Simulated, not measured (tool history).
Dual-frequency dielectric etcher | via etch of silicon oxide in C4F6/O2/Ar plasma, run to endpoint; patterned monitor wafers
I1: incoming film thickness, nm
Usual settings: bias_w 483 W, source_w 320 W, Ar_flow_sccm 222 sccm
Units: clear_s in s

{"run": 1, "hour": 0.0, "bias_w": 483, "source_w": 320, "Ar_flow_sccm": 222, "I1": 77, "clear_s": 19.8}
{"run": 2, "hour": 12.9, "bias_w": 483, "source_w": 320, "Ar_flow_sccm": 222, "I1": 76.6, "clear_s": 19.7}
{"run": 3, "hour": 79.9, "bias_w": 402, "source_w": 320, "Ar_flow_sccm": 250, "I1": 76.6, "clear_s": 21}
{"run": 4, "hour": 102.0, "bias_w": 402, "source_w": 320, "Ar_flow_sccm": 250, "I1": 76.3, "clear_s": 20.7}
{"run": 5, "hour": 141.0, "bias_w": 483, "source_w": 320, "Ar_flow_sccm": 222, "I1": 76, "clear_s": 19.5}
{"run": 6, "hour": 175.7, "bias_w": 483, "source_w": 320, "Ar_flow_sccm": 222, "I1": 75.7, "clear_s": 19.6}
{"run": 7, "hour": 194.8, "bias_w": 483, "source_w": 320, "Ar_flow_sccm": 222, "I1": 76.2, "clear_s": 19.5}
{"run": 8, "hour": 218.4, "bias_w": 483, "source_w": 320, "Ar_flow_sccm": 222, "I1": 76.3, "clear_s": 19.6}
{"run": 9, "hour": 245.3, "bias_w": 483, "source_w": 320, "Ar_flow_sccm": 222, "I1": 76.6, "clear_s": 19.8}
{"hour": 261.3, "done": "source power generator calibrated"}
{"run": 10, "hour": 262.6, "bias_w": 483, "source_w": 320, "Ar_flow_sccm": 222, "I1": 75.3, "clear_s": 19.5}
{"run": 11, "hour": 291.4, "bias_w": 483, "source_w": 320, "Ar_flow_sccm": 222, "I1": 76.5, "clear_s": 19.7}
{"hour": 305.2, "done": "bias power generator calibrated"}
{"hour": 307.6, "done": "Ar flow controller replaced"}
{"run": 12, "hour": 308.1, "bias_w": 483, "source_w": 320, "Ar_flow_sccm": 195, "I1": 76.8, "clear_s": 19.6}
{"run": 13, "hour": 332.0, "bias_w": 568, "source_w": 320, "Ar_flow_sccm": 222, "I1": 76.4, "clear_s": 18.8}
{"run": 14, "hour": 355.5, "bias_w": 391, "source_w": 400, "Ar_flow_sccm": 177, "I1": 76.9, "clear_s": 18.2}
{"run": 15, "hour": 373.8, "bias_w": 533, "source_w": 350, "Ar_flow_sccm": 185, "I1": 76.7, "clear_s": 18.1}
{"hour": 422.7, "done": "wet clean of the chamber"}
{"run": 16, "hour": 423.2, "bias_w": 483, "source_w": 320, "Ar_flow_sccm": 268, "I1": 76.4, "clear_s": 19.9}
{"run": 17, "hour": 432.3, "bias_w": 483, "source_w": 270, "Ar_flow_sccm": 222, "I1": 76.6, "clear_s": 21.6}
{"run": 18, "hour": 453.7, "bias_w": 576, "source_w": 300, "Ar_flow_sccm": 178, "I1": 76, "clear_s": 18.6}
{"hour": 483.1, "done": "upper electrode replaced"}
{"run": 19, "hour": 483.6, "bias_w": 483, "source_w": 320, "Ar_flow_sccm": 244, "I1": 76.5, "clear_s": 19.7}
{"run": 20, "hour": 524.3, "bias_w": 483, "source_w": 320, "Ar_flow_sccm": 222, "I1": 76.4, "clear_s": 19.5}
{"run": 21, "hour": 540.7, "bias_w": 483, "source_w": 320, "Ar_flow_sccm": 174, "I1": 76.3, "clear_s": 19}
{"run": 22, "hour": 574.8, "bias_w": 483, "source_w": 320, "Ar_flow_sccm": 222, "I1": 76.8, "clear_s": 19.7}
{"run": 23, "hour": 598.9, "bias_w": 483, "source_w": 270, "Ar_flow_sccm": 222, "I1": 77, "clear_s": 22}
{"run": 24, "hour": 628.8, "bias_w": 483, "source_w": 320, "Ar_flow_sccm": 222, "I1": 77, "clear_s": 19.9}
{"run": 25, "hour": 646.8, "bias_w": 483, "source_w": 320, "Ar_flow_sccm": 222, "I1": 76.1, "clear_s": 19.5}

Measured less the same run without the tool's hidden state. The same run-to-run variation is in both; the gauge's scatter may not be:
The hidden state here: etch rate over this chamber's usual, %; bias power that arrives over what is set, %; source power that arrives over what is set, %; Ar flow that arrives over what is set, %.
run=1 clear_s=+0
run=2 clear_s=+0
run=3 clear_s=+0.1
run=4 clear_s=+0.1
run=5 clear_s=+0.1
run=6 clear_s=+0.2
run=7 clear_s=+0.1
run=8 clear_s=+0.2
run=9 clear_s=+0.3
run=10 clear_s=+0.2
run=11 clear_s=+0.3
run=12 clear_s=+0.3
run=13 clear_s=+0.3
run=14 clear_s=+0.3
run=15 clear_s=+0.4
run=16 clear_s=+0
run=17 clear_s=+0
run=18 clear_s=+0
run=19 clear_s=+0.1
run=20 clear_s=+0.1
run=21 clear_s=+0
run=22 clear_s=+0.1
run=23 clear_s=+0.1
run=24 clear_s=+0.2
run=25 clear_s=+0.1
